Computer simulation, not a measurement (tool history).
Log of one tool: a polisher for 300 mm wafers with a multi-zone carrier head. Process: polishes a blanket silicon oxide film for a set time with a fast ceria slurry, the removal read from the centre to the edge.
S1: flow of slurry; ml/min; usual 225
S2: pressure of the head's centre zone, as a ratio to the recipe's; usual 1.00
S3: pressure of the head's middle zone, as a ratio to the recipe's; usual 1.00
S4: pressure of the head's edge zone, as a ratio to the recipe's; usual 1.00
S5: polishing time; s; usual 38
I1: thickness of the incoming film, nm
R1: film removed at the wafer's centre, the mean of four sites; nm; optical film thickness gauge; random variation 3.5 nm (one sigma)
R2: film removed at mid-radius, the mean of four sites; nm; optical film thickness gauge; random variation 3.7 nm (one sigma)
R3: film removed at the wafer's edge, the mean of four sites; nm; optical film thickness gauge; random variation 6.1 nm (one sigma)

| run | hour | S1 | S2 | S3 | S4 | S5 | I1 | R1 | R2 | R3 |
|---|---|---|---|---|---|---|---|---|---|---|
| 1 | 0.0 | 225 | 1.00 | 1.00 | 1.00 | 38 | 1650.9 | 542.1 | 560.8 | 543.8 |
| 2 | 13.6 | 225 | 1.00 | 1.00 | 1.00 | 38 | 1673.0 | 545.8 | 555.6 | 544.4 |
| 3 | 37.8 | 225 | 1.00 | 1.07 | 1.00 | 38 | 1642.4 | 541.7 | 590.6 | 553.5 |
|  | 58.7 | edge zone pressure recalibrated |
| 4 | 64.3 | 225 | 1.11 | 1.00 | 1.09 | 38 | 1653.1 | 598.3 | 548.0 | 562.7 |
| 5 | 84.0 | 225 | 1.00 | 1.00 | 1.00 | 38 | 1631.3 | 537.2 | 552.1 | 544.9 |
| 6 | 110.4 | 265 | 0.93 | 1.00 | 0.96 | 33 | 1672.4 | 449.5 | 487.7 | 472.4 |
| 7 | 133.2 | 290 | 0.95 | 1.00 | 1.00 | 38 | 1634.8 | 523.3 | 571.3 | 554.3 |
|  | 140.7 | worn pad replaced by a new one, of another model than before |
|  | 144.8 | carrier head's membrane replaced by a new one |
| 8 | 159.0 | 300 | 1.00 | 1.00 | 1.11 | 38 | 1646.8 | 542.0 | 553.3 | 572.1 |
| 9 | 183.1 | 225 | 0.90 | 1.00 | 1.00 | 38 | 1636.3 | 464.4 | 529.4 | 529.3 |
| 10 | 200.3 | 225 | 1.00 | 1.00 | 1.00 | 38 | 1673.7 | 508.9 | 522.8 | 523.5 |
|  | 209.2 | centre zone pressure recalibrated |
| 11 | 228.9 | 225 | 0.91 | 1.00 | 1.00 | 47 | 1659.7 | 578.2 | 650.3 | 648.3 |
| 12 | 263.2 | 160 | 1.00 | 1.00 | 1.00 | 38 | 1651.0 | 458.1 | 485.4 | 495.1 |
| 13 | 292.9 | 225 | 1.00 | 1.00 | 1.06 | 38 | 1666.4 | 499.8 | 522.4 | 537.2 |
|  | 295.3 | slurry nozzle cleaned |
| 14 | 319.3 | 225 | 1.00 | 1.00 | 1.00 | 38 | 1650.8 | 554.7 | 576.5 | 557.3 |
|  | 326.5 | worn pad replaced by a new one |
| 15 | 343.9 | 225 | 0.93 | 1.00 | 1.00 | 38 | 1681.6 | 515.5 | 569.5 | 558.7 |
| 16 | 369.8 | 225 | 1.00 | 1.00 | 1.00 | 38 | 1664.8 | 556.1 | 567.6 | 558.7 |
| 17 | 400.0 | 225 | 1.11 | 1.09 | 1.07 | 38 | 1643.7 | 608.1 | 604.9 | 572.3 |
| 18 | 414.1 | 175 | 1.00 | 1.00 | 1.00 | 38 | 1654.2 | 519.1 | 530.3 | 537.2 |
| 19 | 429.8 | 225 | 1.00 | 1.00 | 0.95 | 38 | 1658.2 | 548.7 | 560.9 | 529.3 |
| 20 | 464.7 | 195 | 1.00 | 1.03 | 0.95 | 38 | 1634.3 | 523.4 | 551.9 | 518.0 |
| 21 | 484.5 | 225 | 1.00 | 1.00 | 1.00 | 38 | 1669.4 | 532.7 | 554.6 | 542.3 |
| 22 | 496.6 | 270 | 0.89 | 0.90 | 1.00 | 38 | 1625.2 | 493.4 | 527.7 | 561.3 |

What the log doesn't show, run by run:
removal rate lost through wear of the pad, %: 0 in every run
deviation of the centre zone's pressure from its setpoint, %: 0 in every run
deviation of the edge zone's pressure from its setpoint, %: 0 in every run
H1: slurry flow missing at the pad, %
| run | H1 |
|---|---|
| 1 | 34.8 |
| 2 | 35.3 |
| 3 | 36 |
| 4 | 36.8 |
| 5 | 37.3 |
| 6 | 38 |
| 7 | 38.4 |
| 8 | 38.9 |
| 9 | 39.4 |
| 10 | 39.6 |
| 11 | 40.1 |
| 12 | 40.5 |
| 13 | 40.8 |
| 14 | 4.44 |
| 15 | 8.21 |
| 16 | 11.8 |
| 17 | 15.5 |
| 18 | 17 |
| 19 | 18.7 |
| 20 | 21.9 |
| 21 | 23.6 |
| 22 | 24.5 |

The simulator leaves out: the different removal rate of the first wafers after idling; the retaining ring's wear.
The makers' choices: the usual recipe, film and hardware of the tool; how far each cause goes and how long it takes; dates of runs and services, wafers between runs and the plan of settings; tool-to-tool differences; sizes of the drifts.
